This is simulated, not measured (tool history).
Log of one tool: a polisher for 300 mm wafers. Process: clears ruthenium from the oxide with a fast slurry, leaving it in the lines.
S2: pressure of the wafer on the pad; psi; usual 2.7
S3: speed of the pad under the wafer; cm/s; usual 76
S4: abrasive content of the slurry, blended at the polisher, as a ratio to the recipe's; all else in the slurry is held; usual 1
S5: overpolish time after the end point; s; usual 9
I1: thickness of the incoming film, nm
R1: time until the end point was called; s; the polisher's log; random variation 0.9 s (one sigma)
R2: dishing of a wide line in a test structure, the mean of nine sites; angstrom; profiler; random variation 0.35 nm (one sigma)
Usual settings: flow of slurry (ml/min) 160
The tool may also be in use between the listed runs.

Run 1, hour 0: usual settings; I1 161.1. Result: R1 68.9 s, R2 191 angstrom.
Run 2, hour 20.5: usual settings; I1 162.5. Result: R1 71.9 s, R2 197 angstrom.
Run 3, hour 46.9: usual settings; I1 156.8. Result: R1 69.8 s, R2 191 angstrom.
At hour 50.4: slurry blender recalibrated.
At hour 56.1: worn pad replaced by a new one.
Run 4, hour 75.9: usual settings but S3 88 cm/s; I1 159.3. Result: R1 59.1 s, R2 222 angstrom.
Run 5, hour 101.8: usual settings but S3 88 cm/s; I1 162.3. Result: R1 61.5 s, R2 218 angstrom.
At hour 122.1: worn pad replaced by a new one.
Run 6, hour 133.5: usual settings; I1 162.6. Result: R1 71.1 s, R2 189 angstrom.
Run 7, hour 149.9: usual settings; I1 162.3. Result: R1 73.1 s, R2 190 angstrom.
Run 8, hour 168.6: usual settings; I1 161.8. Result: R1 70.3 s, R2 192 angstrom.
At hour 178.5: slurry blender recalibrated.
At hour 183.3: worn pad replaced by a new one.
At hour 191.1: slurry nozzle cleaned.
Run 9, hour 191.6: usual settings but S2 3.4 psi; I1 162.6. Result: R1 53 s, R2 242 angstrom.
At hour 196.4: head pressure recalibrated.
Run 10, hour 205.7: usual settings but flow of slurry (ml/min) 205, S2 3.4 psi, S3 58 cm/s, S5 5 s; I1 158.2. Result: R1 62.8 s, R2 118 angstrom.
Run 11, hour 233.2: usual settings but S2 1.9 psi; I1 160.1. Result: R1 96.5 s, R2 140 angstrom.
At hour 260.1: worn pad replaced by a new one.
Run 12, hour 260.6: usual settings but flow of slurry (ml/min) 215, S4 1.1; I1 160.7. Result: R1 63.6 s, R2 202 angstrom.
Run 13, hour 288.7: usual settings but S5 5 s; I1 160.9. Result: R1 69.8 s, R2 113 angstrom.
Run 14, hour 303.5: usual settings but flow of slurry (ml/min) 205, S2 3.4 psi, S3 58 cm/s, S5 5 s; I1 158. Result: R1 66 s, R2 118 angstrom.
At hour 318.7: worn pad replaced by a new one.
At hour 328.2: slurry blender recalibrated.
Run 15, hour 335.8: usual settings but flow of slurry (ml/min) 125; I1 158.9. Result: R1 67.3 s, R2 197 angstrom.

Forecast each of these 4 alternatives for the next run:
Run A, hour 336.2: usual settings; I1 161.5. Result: R1 ?, R2 ?.
Run B, hour 336.2: usual settings but flow of slurry (ml/min) 195, S3 100 cm/s, S5 4 s; I1 161.5. Result: R1 ?, R2 ?.
Run C, hour 336.2: usual settings but S5 12 s; I1 161.5. Result: R1 ?, R2 ?.
Run D, hour 336.2: usual settings but S4 1.2; I1 161.5. Result: R1 ?, R2 ?.

run    R1   R2
  A  66.1  206
  B    51  124
  C  66.1  265
  D  60.6  222
Without the tool's hidden state the same runs would have given:
run    R1   R2
  A  64.9  209
  B    50  126
  C  64.9  270
  D  59.6  226
